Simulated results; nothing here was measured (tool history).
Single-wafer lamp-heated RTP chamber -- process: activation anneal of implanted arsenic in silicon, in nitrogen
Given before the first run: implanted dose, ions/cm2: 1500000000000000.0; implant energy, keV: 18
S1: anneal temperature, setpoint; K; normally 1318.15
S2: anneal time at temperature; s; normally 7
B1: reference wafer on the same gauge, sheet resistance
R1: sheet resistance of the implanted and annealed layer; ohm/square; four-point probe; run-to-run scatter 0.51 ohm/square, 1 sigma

run 1 hour=0 | S1=1318.15 S2=7 | B1=95.87 | R1=109.65
run 2 hour=35.2 | S1=1318.15 S2=7 | B1=95.93 | R1=108.76
run 3 hour=61.1 | S1=1318.15 S2=7 | B1=96.04 | R1=109.42
run 4 hour=74.9 | S1=1318.15 S2=7 | B1=95.92 | R1=109.07
run 5 hour=93.6 | S1=1318.15 S2=7 | B1=95.97 | R1=108.39
run 6 hour=116.4 | S1=1318.15 S2=7 | B1=95.78 | R1=108.01
run 7 hour=131.8 | S1=1318.15 S2=7 | B1=95.83 | R1=107.45
run 8 hour=150.3 | S1=1318.15 S2=7 | B1=96.22 | R1=108.1
run 9 hour=164.8 | S1=1318.15 S2=7 | B1=95.68 | R1=107.9
-- hour=210.8 pyrometer window cleaned and pyrometer calibrated
run 10 hour=251.7 | S1=1318.15 S2=7 | B1=96.05 | R1=111.41
run 11 hour=280 | S1=1318.15 S2=7 | B1=96.31 | R1=111.3
-- hour=326.6 gauge calibrated
run 12 hour=364.1 | S1=1318.15 S2=7 | B1=96.14 | R1=111.37
run 13 hour=382.4 | S1=1318.15 S2=7 | B1=95.93 | R1=109.53
run 14 hour=401.3 | S1=1318.15 S2=7 | B1=96.22 | R1=111.02
-- hour=422.2 reflector plate cleaned
run 15 hour=429.8 | S1=1318.15 S2=7 | B1=96.05 | R1=110.48
run 16 hour=462.2 | S1=1335.15 S2=11 | B1=96.06 | R1=97.31
run 17 hour=479 | S1=1333.15 S2=7 | B1=95.99 | R1=105.21
run 18 hour=505.6 | S1=1318.15 S2=7 | B1=96.04 | R1=109.93
run 19 hour=534.6 | S1=1318.15 S2=7 | B1=96.19 | R1=109.53
run 20 hour=563.3 | S1=1318.15 S2=7 | B1=95.98 | R1=109.94
run 21 hour=583.1 | S1=1318.15 S2=7 | B1=95.91 | R1=109.68
run 22 hour=607.7 | S1=1318.15 S2=11 | B1=95.91 | R1=102.45
run 23 hour=623.3 | S1=1308.15 S2=10 | B1=96 | R1=107.2
run 24 hour=640.1 | S1=1318.15 S2=7 | B1=95.94 | R1=109.17
run 25 hour=655.8 | S1=1310.15 S2=4 | B1=96.22 | R1=118.84
run 26 hour=676.6 | S1=1331.15 S2=4 | B1=95.86 | R1=111.31
run 27 hour=692 | S1=1318.15 S2=7 | B1=96.07 | R1=108.82
run 28 hour=764.1 | S1=1333.15 S2=6 | B1=95.87 | R1=103.94
run 29 hour=777.2 | S1=1318.15 S2=7 | B1=95.87 | R1=107.62
-- hour=795.8 pyrometer window cleaned and pyrometer calibrated
run 30 hour=796.3 | S1=1318.15 S2=7 | B1=96.1 | R1=111.51
run 31 hour=809 | S1=1318.15 S2=8 | B1=96 | R1=109.19
run 32 hour=826 | S1=1318.15 S2=10 | B1=96.03 | R1=106.33
run 33 hour=847.7 | S1=1318.15 S2=7 | B1=95.95 | R1=111.23
run 34 hour=873.3 | S1=1308.15 S2=6 | B1=95.91 | R1=117.54
run 35 hour=899.8 | S1=1289.15 S2=9 | B1=96.07 | R1=119.6
run 36 hour=926 | S1=1342.15 S2=11 | B1=96.14 | R1=96.1

5 ways to go on from here, each from the tool as it stands after run 36. What would each give?
run A hour=926.4 | S1=1332.15 S2=7 | B1=? | R1=?
run B hour=926.4 | S1=1337.15 S2=7 | B1=? | R1=?
run C hour=926.4 | S1=1345.15 S2=7 | B1=? | R1=?
run D hour=926.4 | S1=1292.15 S2=5 | B1=? | R1=?
run E hour=926.4 | S1=1339.15 S2=4 | B1=? | R1=?

run=A B1=96.25 R1=105.78
run=B B1=96.25 R1=104.03
run=C B1=96.25 R1=101.31
run=D B1=96.25 R1=126.55
run=E B1=96.25 R1=111.39
With no hidden state in the tool, these same runs would have given:
run=A R1=106.22
run=B R1=104.45
run=C R1=101.72
run=D R1=127.07
run=E R1=111.8

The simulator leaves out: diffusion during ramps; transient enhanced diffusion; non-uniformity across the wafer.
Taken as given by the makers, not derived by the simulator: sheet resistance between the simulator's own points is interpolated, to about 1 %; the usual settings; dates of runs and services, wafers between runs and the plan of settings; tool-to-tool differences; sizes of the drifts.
